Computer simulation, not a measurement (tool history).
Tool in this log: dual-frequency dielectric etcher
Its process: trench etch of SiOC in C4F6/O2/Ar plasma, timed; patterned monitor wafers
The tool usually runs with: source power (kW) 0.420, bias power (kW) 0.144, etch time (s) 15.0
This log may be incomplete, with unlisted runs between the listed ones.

| run | day | source power (kW) | bias power (kW) | etch time (s) | read-back reference wafer on the same gauge, depth_nm | mean etch depth across the wafer (nm) |
|---|---|---|---|---|---|---|
| 1 | 0.000 | 0.420 | 0.144 | 15.0 | 26.09 | 28.74 |
| 2 | 4.083 | 0.420 | 0.144 | 15.0 | 25.85 | 28.54 |
| 3 | 5.667 | 0.420 | 0.133 | 15.0 | 25.82 | 27.92 |
|  | 9.875 | gauge calibrated |
| 4 | 9.896 | 0.420 | 0.133 | 15.0 | 26.82 | 28.96 |
|  | 13.233 | wet clean of the chamber |
| 5 | 13.254 | 0.420 | 0.133 | 15.0 | 26.77 | 28.86 |
| 6 | 13.896 | 0.420 | 0.144 | 15.0 | 26.76 | 29.96 |
| 7 | 17.471 | 0.420 | 0.144 | 18.5 | 26.77 | 36.72 |
| 8 | 20.038 | 0.420 | 0.144 | 18.5 | 26.76 | 36.72 |
|  | 20.612 | bias power generator calibrated |
| 9 | 21.921 | 0.420 | 0.116 | 15.0 | 26.69 | 27.49 |
| 10 | 25.629 | 0.420 | 0.116 | 15.0 | 26.67 | 27.12 |
| 11 | 28.342 | 0.420 | 0.144 | 17.5 | 26.59 | 34.42 |
| 12 | 30.225 | 0.420 | 0.118 | 15.0 | 26.54 | 26.98 |
|  | 32.783 | wet clean of the chamber |
|  | 34.717 | upper electrode replaced |
| 13 | 34.738 | 0.420 | 0.112 | 18.5 | 26.39 | 32.95 |
| 14 | 36.575 | 0.420 | 0.144 | 15.0 | 26.28 | 28.86 |
| 15 | 39.225 | 0.330 | 0.159 | 16.5 | 26.19 | 30.30 |
|  | 45.596 | gauge calibrated |
| 16 | 46.438 | 0.510 | 0.156 | 12.0 | 26.61 | 26.22 |
| 17 | 48.175 | 0.450 | 0.144 | 15.0 | 26.62 | 30.27 |
|  | 48.708 | source power generator calibrated |
|  | 50.921 | wet clean of the chamber |
| 18 | 52.367 | 0.420 | 0.133 | 15.0 | 26.57 | 28.42 |
| 19 | 55.421 | 0.470 | 0.125 | 13.0 | 26.56 | 25.37 |
| 20 | 58.679 | 0.380 | 0.135 | 17.0 | 26.51 | 31.35 |
| 21 | 61.862 | 0.420 | 0.144 | 15.0 | 26.41 | 29.16 |
| 22 | 64.562 | 0.380 | 0.169 | 13.5 | 26.35 | 26.85 |
| 23 | 66.408 | 0.420 | 0.144 | 16.5 | 26.32 | 32.10 |
| 24 | 68.696 | 0.420 | 0.169 | 15.0 | 26.24 | 30.49 |

What the log doesn't show, run by run:
etch rate over this chamber's usual, %: 0 at every run
source power that arrives over what is set, %: 0 at every run
bias power that arrives over what is set, %: 0 at every run
H1: gauge reads high (%)
| run | H1 |
|---|---|
| 1 | -2.79 |
| 2 | -3.47 |
| 3 | -3.75 |
| 4 | -0.0489 |
| 5 | -0.0775 |
| 6 | -0.0894 |
| 7 | -0.194 |
| 8 | -0.308 |
| 9 | -0.413 |
| 10 | -0.672 |
| 11 | -0.905 |
| 12 | -1.09 |
| 13 | -1.6 |
| 14 | -1.84 |
| 15 | -2.21 |
| 16 | -0.692 |
| 17 | -0.707 |
| 18 | -0.805 |
| 19 | -0.932 |
| 20 | -1.12 |
| 21 | -1.35 |
| 22 | -1.59 |
| 23 | -1.78 |
| 24 | -2.03 |
